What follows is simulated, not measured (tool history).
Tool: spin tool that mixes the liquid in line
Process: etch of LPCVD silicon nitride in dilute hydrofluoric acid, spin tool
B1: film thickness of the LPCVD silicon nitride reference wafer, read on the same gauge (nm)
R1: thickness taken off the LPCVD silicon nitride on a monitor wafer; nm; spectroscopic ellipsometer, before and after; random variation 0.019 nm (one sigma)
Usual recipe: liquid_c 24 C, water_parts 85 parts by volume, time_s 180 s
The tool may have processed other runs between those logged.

Run 1, day 0: usual settings but liquid_c 21 C, water_parts 65 parts by volume; B1 39.941. Result: R1 1.118 nm.
Run 2, day 0.558: usual settings but liquid_c 21 C, water_parts 65 parts by volume; B1 39.987. Result: R1 1.102 nm.
Run 3, day 1: usual settings but liquid_c 27 C; B1 39.957. Result: R1 1.257 nm.
Run 4, day 1.75: usual settings but liquid_c 27 C; B1 39.979. Result: R1 1.315 nm.
Run 5, day 2.179: usual settings; B1 40.012. Result: R1 1.049 nm.
Run 6, day 2.629: usual settings; B1 40.032. Result: R1 1.075 nm.
Run 7, day 2.979: usual settings; B1 40.057. Result: R1 1.06 nm.
Run 8, day 3.608: usual settings; B1 39.978. Result: R1 1.061 nm.
Run 9, day 4.062: usual settings; B1 39.957. Result: R1 1.056 nm.
Run 10, day 5.675: usual settings; B1 39.992. Result: R1 1.052 nm.
Run 11, day 6.171: usual settings; B1 39.98. Result: R1 1.067 nm.
At day 6.779: thermometer replaced.
Run 12, day 6.8: usual settings; B1 39.996. Result: R1 1.065 nm.
At day 7.167: gauge calibrated.
At day 7.829: hydrofluoric acid flow meter replaced.
Run 13, day 8.504: usual settings; B1 39.969. Result: R1 1.081 nm.
Run 14, day 8.858: usual settings but liquid_c 21 C, water_parts 100 parts by volume, time_s 265 s; B1 40.046. Result: R1 1.071 nm.
Run 15, day 9.121: usual settings; B1 39.988. Result: R1 1.06 nm.
Run 16, day 9.858: usual settings; B1 40.011. Result: R1 1.068 nm.
Run 17, day 10.183: usual settings but liquid_c 25.5 C, water_parts 70 parts by volume, time_s 265 s; B1 40.004. Result: R1 2.057 nm.
Run 18, day 10.554: usual settings but liquid_c 28.5 C, water_parts 105 parts by volume; B1 40.006. Result: R1 1.138 nm.
Run 19, day 10.962: usual settings; B1 40.006. Result: R1 1.021 nm.
Run 20, day 11.621: usual settings but liquid_c 26 C, water_parts 65 parts by volume; B1 39.988. Result: R1 1.536 nm.
Run 21, day 12.154: usual settings but water_parts 105 parts by volume; B1 40.007. Result: R1 0.87 nm.
Run 22, day 12.462: usual settings but liquid_c 20.5 C, water_parts 95 parts by volume; B1 39.979. Result: R1 0.723 nm.
Run 23, day 13.088: usual settings but water_parts 110 parts by volume, time_s 105 s; B1 39.962. Result: R1 0.471 nm.
Run 24, day 13.742: usual settings but liquid_c 19.5 C, water_parts 55 parts by volume; B1 40. Result: R1 1.188 nm.
Run 25, day 14.458: usual settings but liquid_c 26.5 C, water_parts 60 parts by volume, time_s 120 s; B1 39.991. Result: R1 1.154 nm.
Run 26, day 15.104: usual settings; B1 39.979. Result: R1 1.086 nm.
Run 27, day 15.396: usual settings but liquid_c 22.5 C, water_parts 70 parts by volume, time_s 145 s; B1 39.971. Result: R1 0.927 nm.

Below are 5 alternative next runs, each starting from the tool's condition after run 27. Predict each:
Run A, day 15.417: usual settings but liquid_c 22 C; B1 ?. Result: R1 ?.
Run B, day 15.417: usual settings but liquid_c 20.5 C, water_parts 110 parts by volume, time_s 75 s; B1 ?. Result: R1 ?.
Run C, day 15.417: usual settings but water_parts 60 parts by volume; B1 ?. Result: R1 ?.
Run D, day 15.417: usual settings but liquid_c 26 C, time_s 85 s; B1 ?. Result: R1 ?.
Run E, day 15.417: usual settings but liquid_c 27.5 C, water_parts 45 parts by volume, time_s 285 s; B1 ?. Result: R1 ?.

run      B1     R1
  A  40.001  0.917
  B  40.001  0.268
  C  40.001  1.476
  D  40.001  0.564
  E  40.001  3.913
Without the tool's hidden state the same runs would have given:
run     R1
  A  0.917
  B  0.268
  C  1.476
  D  0.564
  E  3.913
